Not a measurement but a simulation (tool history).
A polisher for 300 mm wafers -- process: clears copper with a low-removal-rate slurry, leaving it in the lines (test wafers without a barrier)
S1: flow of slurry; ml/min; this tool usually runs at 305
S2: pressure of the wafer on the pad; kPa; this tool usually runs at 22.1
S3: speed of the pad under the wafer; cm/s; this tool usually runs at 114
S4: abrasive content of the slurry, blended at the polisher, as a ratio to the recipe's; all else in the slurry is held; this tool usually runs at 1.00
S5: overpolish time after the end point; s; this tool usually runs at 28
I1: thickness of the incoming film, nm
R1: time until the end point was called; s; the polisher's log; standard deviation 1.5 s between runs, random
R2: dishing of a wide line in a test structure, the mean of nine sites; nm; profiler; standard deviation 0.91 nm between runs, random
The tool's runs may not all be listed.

run,hour,S1,S2,S3,S4,S5,I1,R1,R2
1,0.0,305,22.1,114,1.00,36,274.9,98.7,66.8
2,36.8,350,22.1,114,1.00,28,275.4,101.3,54.5
3,78.3,350,22.1,114,1.00,28,275.2,103.0,54.1
# hour 134.2: head pressure recalibrated
4,177.9,350,22.1,114,1.00,28,273.6,102.8,52.8
# hour 198.0: slurry blender recalibrated
5,247.1,225,27.6,114,0.85,20,274.8,81.9,49.0
6,333.4,275,22.1,114,1.20,28,275.4,94.7,56.8
# hour 386.8: slurry nozzle cleaned
7,400.2,305,17.2,124,1.00,28,278.4,121.7,48.3
8,460.0,305,22.1,114,1.20,28,275.1,95.9,59.5
9,556.9,305,15.9,114,1.00,20,269.0,134.3,31.0
10,653.5,305,15.9,114,1.00,20,275.8,138.9,30.8
# hour 725.3: worn pad replaced by a new one
11,727.8,305,22.1,150,1.00,34,278.6,84.4,73.4
# hour 744.0: head pressure recalibrated
12,798.4,260,22.1,146,1.00,28,272.4,88.3,61.9
# hour 870.5: slurry blender recalibrated
13,894.6,345,15.9,114,0.85,35,277.6,140.0,50.2
14,986.9,370,29.0,90,1.20,28,278.4,82.8,64.1
15,1049.2,305,17.2,114,1.00,28,275.1,125.5,44.9
16,1106.3,210,22.1,102,1.25,41,279.5,106.3,69.9
# hour 1133.7: slurry nozzle cleaned
17,1143.9,305,22.1,82,1.00,40,275.6,123.8,63.4
18,1201.8,390,20.0,114,1.25,12,274.2,101.4,27.6
19,1291.0,305,18.6,114,1.00,41,279.8,120.5,62.8
20,1391.4,305,22.1,114,1.00,21,281.0,104.5,43.5
21,1472.4,215,24.1,152,1.00,28,279.8,80.5,68.8
# hour 1484.7: slurry blender recalibrated
# hour 1506.3: worn pad replaced by a new one
# hour 1516.3: head pressure recalibrated
22,1635.5,305,22.1,114,1.00,28,277.7,98.8,57.0
23,1689.2,305,22.1,114,1.00,28,279.8,102.1,57.2
24,1768.2,405,22.1,104,0.90,28,275.1,103.3,53.9
25,1829.6,305,22.1,134,1.20,28,279.0,83.4,64.6
# hour 1854.3: slurry nozzle cleaned
26,1920.1,305,24.8,114,1.10,28,276.0,86.0,63.9
27,1964.4,305,22.1,114,1.00,28,276.0,104.0,55.2
28,2003.5,305,22.1,114,1.00,28,274.0,101.5,55.6

Here are 4 independent what-if runs from the current tool condition. What would each one return?
A,2004.0,305,22.1,114,1.00,28,272.4,?,?
B,2004.0,305,17.2,136,1.00,28,272.4,?,?
C,2004.0,305,22.1,134,0.90,28,272.4,?,?
D,2004.0,305,15.9,114,1.10,28,272.4,?,?

run,R1,R2
A,102.9,54.8
B,114.8,49.3
C,93.2,59.2
D,139.7,41.8
What these runs would have given with no unlogged condition in the tool:
run,R1,R2
A,97.4,57.2
B,108.8,51.5
C,88.4,61.7
D,132.3,43.7
